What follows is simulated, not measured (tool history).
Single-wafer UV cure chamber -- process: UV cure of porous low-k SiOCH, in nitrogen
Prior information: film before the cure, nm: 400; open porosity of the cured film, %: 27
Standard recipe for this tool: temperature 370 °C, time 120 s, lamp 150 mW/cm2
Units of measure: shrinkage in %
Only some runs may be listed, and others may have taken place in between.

run,day,temperature,time,lamp,shrinkage
1,0.000,370,120,150,10.496
2,2.662,370,120,150,10.539
3,7.917,370,120,150,10.611
4,10.992,370,120,150,10.173
5,15.054,370,120,150,10.241
6,19.500,370,120,150,10.130
7,21.967,370,120,150,10.061
# day 23.192: quartz window cleaned
8,25.858,370,120,150,9.616
9,28.012,370,120,150,9.518
10,30.471,370,120,150,9.580
11,32.200,370,120,150,9.891
12,35.483,370,120,150,9.656
13,39.250,370,120,150,9.345
14,41.088,370,120,136,8.965
15,43.729,370,120,136,9.042
16,47.800,370,120,136,8.538
# day 49.588: quartz window cleaned, repeated, since the last time left the tool worse
17,50.817,370,120,150,10.577
18,52.538,370,120,150,10.794
19,54.275,370,120,150,10.544
20,56.721,375,120,150,10.395
21,59.454,375,120,150,10.761
22,68.275,375,120,150,10.703
23,69.933,370,120,150,10.124
24,73.812,354,120,179,10.493
25,78.138,359,120,150,9.911
# day 80.871: quartz window cleaned
26,81.892,354,155,150,11.467
27,84.225,370,120,150,10.416
28,86.796,359,75,131,7.742
29,88.412,357,160,190,12.467
30,90.675,378,120,170,11.427
# day 96.158: UV bulbs replaced
31,97.204,370,120,150,10.244
32,100.554,362,95,126,8.469
33,103.600,370,60,186,7.981
# day 107.242: quartz window cleaned
34,107.962,386,70,113,7.114
35,110.454,390,100,172,10.743
36,114.600,386,70,113,7.220
37,117.658,386,165,150,12.225

Forecast run 38:
38,119.458,370,140,111,?

{"run 38": {"shrinkage": 9.883}}
Minus the tool's unlogged condition, the same run would have read shrinkage 9.991 %.

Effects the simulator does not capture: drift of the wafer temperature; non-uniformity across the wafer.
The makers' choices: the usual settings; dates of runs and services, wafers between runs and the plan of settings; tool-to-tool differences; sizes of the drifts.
